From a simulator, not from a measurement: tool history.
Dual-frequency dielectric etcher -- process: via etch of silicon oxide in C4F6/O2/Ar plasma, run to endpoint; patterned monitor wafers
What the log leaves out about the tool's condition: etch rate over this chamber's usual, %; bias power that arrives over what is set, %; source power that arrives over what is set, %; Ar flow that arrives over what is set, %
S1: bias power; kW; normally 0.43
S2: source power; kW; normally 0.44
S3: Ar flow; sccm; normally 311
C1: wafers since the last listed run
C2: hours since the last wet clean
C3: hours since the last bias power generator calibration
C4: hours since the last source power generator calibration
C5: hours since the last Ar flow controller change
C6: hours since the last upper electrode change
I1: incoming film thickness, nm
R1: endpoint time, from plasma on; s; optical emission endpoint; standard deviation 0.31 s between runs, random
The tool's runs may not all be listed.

| run | hour | S1 | S2 | S3 | C1 | C2 | C3 | C4 | C5 | C6 | I1 | R1 |
|---|---|---|---|---|---|---|---|---|---|---|---|---|
| 1 | 0 | 0.43 | 0.44 | 311 | 0 | 520 | 1738.6 | 1684.8 | 1126.9 | 3145.2 | 183.7 | 39.1 |
|  | 28.9 | source power generator calibrated |
|  | 50.1 | wet clean of the chamber |
| 2 | 52 | 0.43 | 0.44 | 311 | 254 | 1.9 | 1790.6 | 23.1 | 1178.9 | 3197.2 | 181.1 | 41.4 |
|  | 68.9 | bias power generator calibrated |
| 3 | 75.1 | 0.43 | 0.51 | 311 | 181 | 25 | 6.2 | 46.2 | 1202 | 3220.3 | 181.8 | 39.3 |
|  | 113.6 | upper electrode replaced |
| 4 | 114.1 | 0.43 | 0.35 | 311 | 142 | 64 | 45.2 | 85.2 | 1241 | 0.5 | 182.6 | 44.9 |
| 5 | 114.4 | 0.43 | 0.35 | 311 | 2 | 64.3 | 45.5 | 85.5 | 1241.3 | 0.8 | 182 | 45.3 |
| 6 | 139 | 0.43 | 0.44 | 311 | 233 | 88.9 | 70.1 | 110.1 | 1265.9 | 25.4 | 181.4 | 41.1 |
| 7 | 154.8 | 0.43 | 0.44 | 311 | 150 | 104.7 | 85.9 | 125.9 | 1281.7 | 41.2 | 183.1 | 41.1 |
| 8 | 174.2 | 0.43 | 0.44 | 311 | 184 | 124.1 | 105.3 | 145.3 | 1301.1 | 60.6 | 184.3 | 41.6 |
| 9 | 201.9 | 0.43 | 0.44 | 311 | 262 | 151.8 | 133 | 173 | 1328.8 | 88.3 | 182.6 | 41 |
| 10 | 224.9 | 0.535 | 0.51 | 252 | 218 | 174.8 | 156 | 196 | 1351.8 | 111.3 | 181.7 | 35.1 |
| 11 | 241.6 | 0.518 | 0.44 | 280 | 158 | 191.5 | 172.7 | 212.7 | 1368.5 | 128 | 180.5 | 37.5 |
| 12 | 268.5 | 0.43 | 0.44 | 311 | 255 | 218.4 | 199.6 | 239.6 | 1395.4 | 154.9 | 183.6 | 40.5 |
| 13 | 285.8 | 0.514 | 0.4 | 287 | 164 | 235.7 | 216.9 | 256.9 | 1412.7 | 172.2 | 183.9 | 39.6 |
|  | 305.2 | Ar flow controller replaced |
| 14 | 308.4 | 0.43 | 0.44 | 311 | 157 | 258.3 | 239.5 | 279.5 | 3.2 | 194.8 | 183.2 | 40.6 |
| 15 | 332.1 | 0.461 | 0.55 | 284 | 225 | 282 | 263.2 | 303.2 | 26.9 | 218.5 | 182.3 | 36.2 |
| 16 | 351.8 | 0.43 | 0.44 | 311 | 187 | 301.7 | 282.9 | 322.9 | 46.6 | 238.2 | 181.6 | 40.2 |
| 17 | 372.8 | 0.518 | 0.44 | 280 | 199 | 322.7 | 303.9 | 343.9 | 67.6 | 259.2 | 183.5 | 37.8 |
| 18 | 401.5 | 0.517 | 0.35 | 311 | 272 | 351.4 | 332.6 | 372.6 | 96.3 | 287.9 | 182.6 | 41.1 |
| 19 | 420.8 | 0.43 | 0.44 | 311 | 183 | 370.7 | 351.9 | 391.9 | 115.6 | 307.2 | 180.1 | 39.5 |
| 20 | 443.1 | 0.43 | 0.44 | 311 | 211 | 393 | 374.2 | 414.2 | 137.9 | 329.5 | 181.1 | 39.2 |
| 21 | 473.1 | 0.43 | 0.44 | 311 | 284 | 423 | 404.2 | 444.2 | 167.9 | 359.5 | 181.3 | 39.4 |
| 22 | 502.2 | 0.43 | 0.44 | 251 | 276 | 452.1 | 433.3 | 473.3 | 197 | 388.6 | 182.8 | 38.9 |
|  | 545.6 | wet clean of the chamber |
| 23 | 546.1 | 0.43 | 0.5 | 311 | 188 | 0.5 | 477.2 | 517.2 | 240.9 | 432.5 | 181.7 | 39.1 |
| 24 | 565 | 0.386 | 0.34 | 339 | 179 | 19.4 | 496.1 | 536.1 | 259.8 | 451.4 | 183.2 | 48.2 |
| 25 | 608.9 | 0.43 | 0.44 | 311 | 416 | 63.3 | 540 | 580 | 303.7 | 495.3 | 183.5 | 41.1 |

Run 26 comes next. What will it give?
| 26 | 627 | 0.396 | 0.52 | 260 | 171 | 81.4 | 558.1 | 598.1 | 321.8 | 513.4 | 181.3 | ? |

R1: 38.7 s
With no hidden state in the tool, this same run would have given R1 39.2 s.
